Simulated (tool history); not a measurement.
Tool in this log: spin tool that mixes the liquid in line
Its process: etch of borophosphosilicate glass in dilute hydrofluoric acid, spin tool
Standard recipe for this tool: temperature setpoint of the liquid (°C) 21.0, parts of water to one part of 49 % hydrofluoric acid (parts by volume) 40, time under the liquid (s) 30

| run | hour | temperature setpoint of the liquid (°C) | parts of water to one part of 49 % hydrofluoric acid (parts by volume) | time under the liquid (s) | wafers since the last listed run | hours since the thermometer was replaced | hours since the hydrofluoric acid flow meter was replaced | hours since the gauge calibration | read-back film thickness of the borophosphosilicate glass reference wafer, read on the same gauge (nm) | thickness taken off the borophosphosilicate glass on a monitor wafer (Å) |
|---|---|---|---|---|---|---|---|---|---|---|
| 1 | 0.0 | 21.0 | 40 | 30 | 0 | 1554.9 | 457.1 | 1384.1 | 70.01 | 365.5 |
| 2 | 83.1 | 21.0 | 40 | 30 | 1643 | 1638.0 | 540.2 | 1467.2 | 70.00 | 371.3 |
| 3 | 150.5 | 21.0 | 40 | 30 | 1333 | 1705.4 | 607.6 | 1534.6 | 70.01 | 372.0 |
| 4 | 214.7 | 21.0 | 40 | 30 | 1269 | 1769.6 | 671.8 | 1598.8 | 69.99 | 378.6 |
| 5 | 267.0 | 21.0 | 40 | 30 | 1034 | 1821.9 | 724.1 | 1651.1 | 69.99 | 371.8 |
| 6 | 304.2 | 21.0 | 40 | 30 | 735 | 1859.1 | 761.3 | 1688.3 | 69.98 | 376.0 |
| 7 | 376.5 | 21.0 | 40 | 30 | 1430 | 1931.4 | 833.6 | 1760.6 | 70.00 | 374.6 |
| 8 | 474.1 | 21.0 | 40 | 30 | 1930 | 2029.0 | 931.2 | 1858.2 | 69.99 | 380.8 |
| 9 | 521.7 | 21.0 | 40 | 30 | 941 | 2076.6 | 978.8 | 1905.8 | 69.96 | 380.9 |
| 10 | 573.4 | 21.0 | 40 | 30 | 1022 | 2128.3 | 1030.5 | 1957.5 | 69.99 | 381.2 |
|  | 574.7 | gauge calibrated |
| 11 | 654.5 | 21.0 | 40 | 30 | 1604 | 2209.4 | 1111.6 | 79.8 | 69.98 | 384.6 |
| 12 | 758.9 | 21.0 | 40 | 30 | 2065 | 2313.8 | 1216.0 | 184.2 | 70.00 | 384.7 |
| 13 | 859.6 | 21.0 | 40 | 30 | 1991 | 2414.5 | 1316.7 | 284.9 | 69.99 | 388.5 |
|  | 863.4 | hydrofluoric acid flow meter replaced |
| 14 | 962.1 | 21.0 | 40 | 30 | 2007 | 2517.0 | 98.7 | 387.4 | 70.00 | 350.5 |
| 15 | 1054.7 | 17.0 | 50 | 20 | 1831 | 2609.6 | 191.3 | 480.0 | 70.02 | 154.1 |
|  | 1094.0 | thermometer replaced |
| 16 | 1131.1 | 25.0 | 35 | 30 | 1491 | 37.1 | 267.7 | 556.4 | 70.01 | 516.9 |
| 17 | 1222.5 | 21.0 | 40 | 30 | 1807 | 128.5 | 359.1 | 647.8 | 69.98 | 386.6 |
| 18 | 1266.1 | 17.0 | 55 | 20 | 862 | 172.1 | 402.7 | 691.4 | 70.01 | 152.1 |
| 19 | 1304.2 | 23.0 | 60 | 20 | 753 | 210.2 | 440.8 | 729.5 | 69.98 | 179.2 |
| 20 | 1366.1 | 21.0 | 40 | 30 | 1224 | 272.1 | 502.7 | 791.4 | 69.97 | 376.1 |
| 21 | 1448.2 | 24.0 | 40 | 30 | 1623 | 354.2 | 584.8 | 873.5 | 69.98 | 436.5 |
| 22 | 1546.2 | 21.0 | 40 | 30 | 1938 | 452.2 | 682.8 | 971.5 | 70.01 | 382.9 |
| 23 | 1638.0 | 21.0 | 40 | 15 | 1815 | 544.0 | 774.6 | 1063.3 | 70.01 | 197.4 |
| 24 | 1679.2 | 21.0 | 55 | 30 | 814 | 585.2 | 815.8 | 1104.5 | 69.99 | 276.9 |
| 25 | 1734.0 | 24.0 | 20 | 30 | 1083 | 640.0 | 870.6 | 1159.3 | 69.98 | 909.3 |

Predict each of these 4 candidate next runs independently; none follows another, all start after run 25:
| A | 1734.4 | 25.5 | 40 | 30 | 7 | 640.4 | 871.0 | 1159.7 | ? | ? |
| B | 1734.4 | 21.0 | 40 | 40 | 7 | 640.4 | 871.0 | 1159.7 | ? | ? |
| C | 1734.4 | 21.0 | 60 | 30 | 7 | 640.4 | 871.0 | 1159.7 | ? | ? |
| D | 1734.4 | 21.0 | 50 | 15 | 7 | 640.4 | 871.0 | 1159.7 | ? | ? |

| run | read-back film thickness of the borophosphosilicate glass reference wafer, read on the same gauge (nm) | thickness taken off the borophosphosilicate glass on a monitor wafer (Å) |
|---|---|---|
| A | 70.02 | 469.9 |
| B | 70.02 | 518.8 |
| C | 70.02 | 253.5 |
| D | 70.02 | 153.9 |
Take away the tool's hidden state, keep each run's random variation, and the runs would have read:
| run | thickness taken off the borophosphosilicate glass on a monitor wafer (Å) |
|---|---|
| A | 446.3 |
| B | 493.2 |
| C | 240.6 |
| D | 146.1 |

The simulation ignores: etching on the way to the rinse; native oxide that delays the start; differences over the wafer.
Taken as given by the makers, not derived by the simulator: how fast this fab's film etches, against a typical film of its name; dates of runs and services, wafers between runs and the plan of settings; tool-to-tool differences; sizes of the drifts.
